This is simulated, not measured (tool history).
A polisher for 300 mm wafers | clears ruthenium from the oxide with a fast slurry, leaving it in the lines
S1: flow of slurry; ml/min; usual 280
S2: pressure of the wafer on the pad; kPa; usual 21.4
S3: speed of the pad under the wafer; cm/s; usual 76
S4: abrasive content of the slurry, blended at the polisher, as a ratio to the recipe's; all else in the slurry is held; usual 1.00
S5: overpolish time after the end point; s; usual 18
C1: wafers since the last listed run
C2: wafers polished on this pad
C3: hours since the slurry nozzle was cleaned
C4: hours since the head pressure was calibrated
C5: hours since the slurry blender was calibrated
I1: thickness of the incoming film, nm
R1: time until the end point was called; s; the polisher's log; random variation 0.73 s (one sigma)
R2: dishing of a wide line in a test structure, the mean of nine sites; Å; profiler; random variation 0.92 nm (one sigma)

Run 1, hour 0.0: usual settings; C1 0; C2 2272; C3 322.5; C4 1144.3; C5 298.9; I1 170.5. Result: R1 58.3 s, R2 420 Å.
Run 2, hour 160.1: usual settings; C1 1290; C2 3563; C3 482.6; C4 1304.4; C5 459.0; I1 171.4. Result: R1 60.1 s, R2 421 Å.
At hour 170.4: head pressure recalibrated.
Run 3, hour 206.8: usual settings; C1 360; C2 3923; C3 529.3; C4 36.4; C5 505.7; I1 168.3. Result: R1 59.3 s, R2 406 Å.
Run 4, hour 288.9: usual settings; C1 661; C2 4585; C3 611.4; C4 118.5; C5 587.8; I1 170.6. Result: R1 62.1 s, R2 390 Å.
At hour 353.0: slurry nozzle cleaned.
Run 5, hour 365.8: usual settings but S2 15.2 kPa; C1 611; C2 5197; C3 12.8; C4 195.4; C5 664.7; I1 166.7. Result: R1 85.1 s, R2 302 Å.
Run 6, hour 453.9: usual settings but S2 15.2 kPa; C1 710; C2 5907; C3 100.9; C4 283.5; C5 752.8; I1 167.7. Result: R1 83.8 s, R2 300 Å.
At hour 462.5: worn pad replaced by a new one, of another model than before.
At hour 470.3: slurry blender recalibrated.
Run 7, hour 549.7: usual settings but S1 320 ml/min; C1 723; C2 687; C3 196.7; C4 379.3; C5 79.4; I1 172.1. Result: R1 54.4 s, R2 439 Å.
Run 8, hour 632.9: usual settings but S1 350 ml/min, S5 12 s; C1 670; C2 1357; C3 279.9; C4 462.5; C5 162.6; I1 172.1. Result: R1 55.5 s, R2 300 Å.
Run 9, hour 702.7: usual settings but S1 195 ml/min, S3 92 cm/s, S4 1.10, S5 11 s; C1 562; C2 1920; C3 349.7; C4 532.3; C5 232.4; I1 166.7. Result: R1 47.0 s, R2 324 Å.
Run 10, hour 755.2: usual settings but S4 0.90; C1 423; C2 2343; C3 402.2; C4 584.8; C5 284.9; I1 170.2. Result: R1 63.6 s, R2 372 Å.
Run 11, hour 837.0: usual settings; C1 659; C2 3003; C3 484.0; C4 666.6; C5 366.7; I1 171.6. Result: R1 59.9 s, R2 404 Å.
Run 12, hour 896.9: usual settings but S2 23.4 kPa, S4 1.25; C1 482; C2 3485; C3 543.9; C4 726.5; C5 426.6; I1 166.5. Result: R1 45.8 s, R2 490 Å.
Run 13, hour 985.0: usual settings; C1 710; C2 4196; C3 632.0; C4 814.6; C5 514.7; I1 168.3. Result: R1 59.2 s, R2 398 Å.
Run 14, hour 1022.5: usual settings; C1 302; C2 4498; C3 669.5; C4 852.1; C5 552.2; I1 170.2. Result: R1 59.6 s, R2 393 Å.
Run 15, hour 1059.0: usual settings but S4 1.20; C1 294; C2 4792; C3 706.0; C4 888.6; C5 588.7; I1 168.6. Result: R1 52.1 s, R2 436 Å.
At hour 1095.9: slurry blender recalibrated.
Run 16, hour 1139.4: usual settings but S4 0.85; C1 631; C2 5424; C3 786.4; C4 969.0; C5 43.5; I1 168.6. Result: R1 60.1 s, R2 387 Å.
At hour 1160.9: slurry nozzle cleaned.
At hour 1220.5: worn pad replaced by a new one.
Run 17, hour 1241.5: usual settings but S1 305 ml/min, S5 28 s; C1 782; C2 169; C3 80.6; C4 1071.1; C5 145.6; I1 170.4. Result: R1 56.6 s, R2 572 Å.
Run 18, hour 1291.9: usual settings but S1 380 ml/min, S3 68 cm/s; C1 406; C2 575; C3 131.0; C4 1121.5; C5 196.0; I1 167.7. Result: R1 60.3 s, R2 401 Å.
At hour 1344.1: head pressure recalibrated.
Run 19, hour 1390.4: usual settings but S1 190 ml/min, S3 68 cm/s, S5 22 s; C1 777; C2 1353; C3 229.5; C4 46.3; C5 294.5; I1 169.3. Result: R1 66.6 s, R2 428 Å.
Run 20, hour 1458.6: usual settings; C1 549; C2 1903; C3 297.7; C4 114.5; C5 362.7; I1 171.4. Result: R1 61.9 s, R2 384 Å.
Run 21, hour 1513.6: usual settings; C1 443; C2 2346; C3 352.7; C4 169.5; C5 417.7; I1 168.4. Result: R1 60.7 s, R2 393 Å.
Run 22, hour 1578.7: usual settings but S3 58 cm/s, S4 1.10, S5 11 s; C1 524; C2 2871; C3 417.8; C4 234.6; C5 482.8; I1 172.3. Result: R1 69.4 s, R2 234 Å.
Run 23, hour 1634.1: usual settings but S2 25.5 kPa, S5 27 s; C1 446; C2 3317; C3 473.2; C4 290.0; C5 538.2; I1 168.3. Result: R1 53.9 s, R2 561 Å.
At hour 1710.9: slurry blender recalibrated.
Run 24, hour 1728.4: usual settings but S3 58 cm/s, S4 0.70; C1 744; C2 4061; C3 567.5; C4 384.3; C5 17.5; I1 167.9. Result: R1 81.4 s, R2 296 Å.
Run 25, hour 1786.8: usual settings but S1 215 ml/min; C1 470; C2 4532; C3 625.9; C4 442.7; C5 75.9; I1 169.4. Result: R1 54.8 s, R2 413 Å.
At hour 1822.3: slurry nozzle cleaned.
Run 26, hour 1891.8: usual settings but S4 1.10; C1 838; C2 5370; C3 69.5; C4 547.7; C5 180.9; I1 167.2. Result: R1 51.0 s, R2 439 Å.
At hour 1934.4: worn pad replaced by a new one.
Run 27, hour 1984.3: usual settings but S1 210 ml/min, S2 14.5 kPa; C1 713; C2 402; C3 162.0; C4 640.2; C5 273.4; I1 168.3. Result: R1 76.0 s, R2 330 Å.

The same runs without the tool's hidden state, with the same run-to-run variation:
The hidden state here: removal rate lost through wear of the pad, %; slurry flow missing at the pad, %; deviation of the head's pressure from its setpoint, %; abrasive missing from the slurry, %.
run    R1   R2
  1  51.5  463
  2  51.6  474
  3  50.7  459
  4  52.7  443
  5  71.9  348
  6  70.6  347
  7  51.8  456
  8  51.0  323
  9  42.5  352
 10  55.8  414
 11  52.2  451
 12  40.5  538
 13  50.6  450
 14  50.7  446
 15  45.2  487
 16  56.2  409
 17  50.7  616
 18  53.0  444
 19  56.8  485
 20  52.0  441
 21  50.5  455
 22  58.0  274
 23  44.2  641
 24  79.1  304
 25  51.9  431
 26  46.7  470
 27  67.2  367

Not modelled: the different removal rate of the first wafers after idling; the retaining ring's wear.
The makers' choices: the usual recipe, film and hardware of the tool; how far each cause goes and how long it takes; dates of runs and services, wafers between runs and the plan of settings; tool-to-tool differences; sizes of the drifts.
